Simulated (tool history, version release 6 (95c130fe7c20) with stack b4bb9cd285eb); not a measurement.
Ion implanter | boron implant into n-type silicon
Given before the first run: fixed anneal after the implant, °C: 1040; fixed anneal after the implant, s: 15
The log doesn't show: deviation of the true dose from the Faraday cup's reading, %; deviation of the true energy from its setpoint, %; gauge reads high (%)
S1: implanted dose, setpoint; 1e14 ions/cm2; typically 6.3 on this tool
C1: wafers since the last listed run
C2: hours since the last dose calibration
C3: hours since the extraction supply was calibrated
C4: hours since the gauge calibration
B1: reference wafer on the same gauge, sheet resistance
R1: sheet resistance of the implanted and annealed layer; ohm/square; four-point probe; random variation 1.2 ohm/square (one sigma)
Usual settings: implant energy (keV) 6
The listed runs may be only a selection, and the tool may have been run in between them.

run 1 hour=0 | S1=7.58 implant_energy_(keV)=4.5 | C1=0 C2=924.4 C3=3277.3 C4=245.3 | B1=185.15 | R1=179.24
run 2 hour=51.9 | S1=7.27 implant_energy_(keV)=5 | C1=755 C2=976.3 C3=3329.2 C4=297.2 | B1=184.66 | R1=181.04
run 3 hour=86 | S1=7.27 implant_energy_(keV)=5 | C1=496 C2=1010.4 C3=3363.3 C4=331.3 | B1=184.09 | R1=180.71
run 4 hour=157.2 | S1=7.27 implant_energy_(keV)=5 | C1=1036 C2=1081.6 C3=3434.5 C4=402.5 | B1=183.58 | R1=179.14
run 5 hour=186.5 | S1=6.89 implant_energy_(keV)=6 | C1=426 C2=1110.9 C3=3463.8 C4=431.8 | B1=183.22 | R1=182.24
run 6 hour=240 | S1=6.3 implant_energy_(keV)=6 | C1=778 C2=1164.4 C3=3517.3 C4=485.3 | B1=182.66 | R1=194.19
run 7 hour=303.3 | S1=6.3 implant_energy_(keV)=6 | C1=921 C2=1227.7 C3=3580.6 C4=548.6 | B1=182.36 | R1=194.95
run 8 hour=356.6 | S1=6.3 implant_energy_(keV)=6 | C1=775 C2=1281 C3=3633.9 C4=601.9 | B1=181.84 | R1=193.01
run 9 hour=426.7 | S1=6.3 implant_energy_(keV)=6 | C1=1020 C2=1351.1 C3=3704 C4=672 | B1=181.81 | R1=194.61
run 10 hour=462.6 | S1=6.87 implant_energy_(keV)=6 | C1=522 C2=1387 C3=3739.9 C4=707.9 | B1=181.57 | R1=179.2
run 11 hour=504.8 | S1=4.85 implant_energy_(keV)=6 | C1=614 C2=1429.2 C3=3782.1 C4=750.1 | B1=181.74 | R1=239.4
run 12 hour=551.6 | S1=4.85 implant_energy_(keV)=6 | C1=681 C2=1476 C3=3828.9 C4=796.9 | B1=181.28 | R1=239.27
run 13 hour=611.2 | S1=6.3 implant_energy_(keV)=6 | C1=867 C2=1535.6 C3=3888.5 C4=856.5 | B1=181.29 | R1=194.56
run 14 hour=646.9 | S1=6.3 implant_energy_(keV)=8 | C1=519 C2=1571.3 C3=3924.2 C4=892.2 | B1=180.71 | R1=186.35
-- hour=682.2 extraction supply calibrated
run 15 hour=718.6 | S1=7.93 implant_energy_(keV)=7 | C1=927 C2=1643 C3=36.4 C4=963.9 | B1=181.16 | R1=157.7
run 16 hour=844.2 | S1=5.06 implant_energy_(keV)=7.5 | C1=1828 C2=1768.6 C3=162 C4=1089.5 | B1=180.45 | R1=229.21
-- hour=856.4 gauge calibrated
-- hour=861.2 Faraday cup replaced and dose calibrated
run 17 hour=870 | S1=6.3 implant_energy_(keV)=6 | C1=259 C2=8.8 C3=187.8 C4=13.6 | B1=189.16 | R1=203.34
run 18 hour=913.2 | S1=4.69 implant_energy_(keV)=7 | C1=628 C2=52 C3=231 C4=56.8 | B1=188.07 | R1=252.62
run 19 hour=974.2 | S1=5.57 implant_energy_(keV)=7.5 | C1=887 C2=113 C3=292 C4=117.8 | B1=186.54 | R1=218.37
run 20 hour=1029.5 | S1=6.3 implant_energy_(keV)=8 | C1=804 C2=168.3 C3=347.3 C4=173.1 | B1=185.86 | R1=192.35
run 21 hour=1084.2 | S1=6.89 implant_energy_(keV)=6 | C1=796 C2=223 C3=402 C4=227.8 | B1=185.1 | R1=182.49
run 22 hour=1133.4 | S1=4.59 implant_energy_(keV)=6.5 | C1=716 C2=272.2 C3=451.2 C4=277 | B1=184.72 | R1=256.79
run 23 hour=1164.7 | S1=5.68 implant_energy_(keV)=4 | C1=455 C2=303.5 C3=482.5 C4=308.3 | B1=184.35 | R1=228.73
run 24 hour=1215.1 | S1=8.12 implant_energy_(keV)=8 | C1=733 C2=353.9 C3=532.9 C4=358.7 | B1=183.7 | R1=153.3
run 25 hour=1262.2 | S1=4.79 implant_energy_(keV)=4.5 | C1=685 C2=401 C3=580 C4=405.8 | B1=183.3 | R1=253.12

Here are 4 independent what-if runs from the current tool condition. What would each one return?
run A hour=1262.6 | S1=6.3 implant_energy_(keV)=6.5 | C1=5 C2=401.4 C3=580.4 C4=406.2 | B1=? | R1=?
run B hour=1262.6 | S1=5.72 implant_energy_(keV)=5.5 | C1=5 C2=401.4 C3=580.4 C4=406.2 | B1=? | R1=?
run C hour=1262.6 | S1=5.74 implant_energy_(keV)=4.5 | C1=5 C2=401.4 C3=580.4 C4=406.2 | B1=? | R1=?
run D hour=1262.6 | S1=5.08 implant_energy_(keV)=6.5 | C1=5 C2=401.4 C3=580.4 C4=406.2 | B1=? | R1=?

run=A B1=183.22 R1=194.63
run=B B1=183.22 R1=215.27
run=C B1=183.22 R1=220.84
run=D B1=183.22 R1=233.26
Without the tool's unlogged condition, the same runs would have read:
run=A R1=200.82
run=B R1=222.12
run=C R1=227.87
run=D R1=240.68

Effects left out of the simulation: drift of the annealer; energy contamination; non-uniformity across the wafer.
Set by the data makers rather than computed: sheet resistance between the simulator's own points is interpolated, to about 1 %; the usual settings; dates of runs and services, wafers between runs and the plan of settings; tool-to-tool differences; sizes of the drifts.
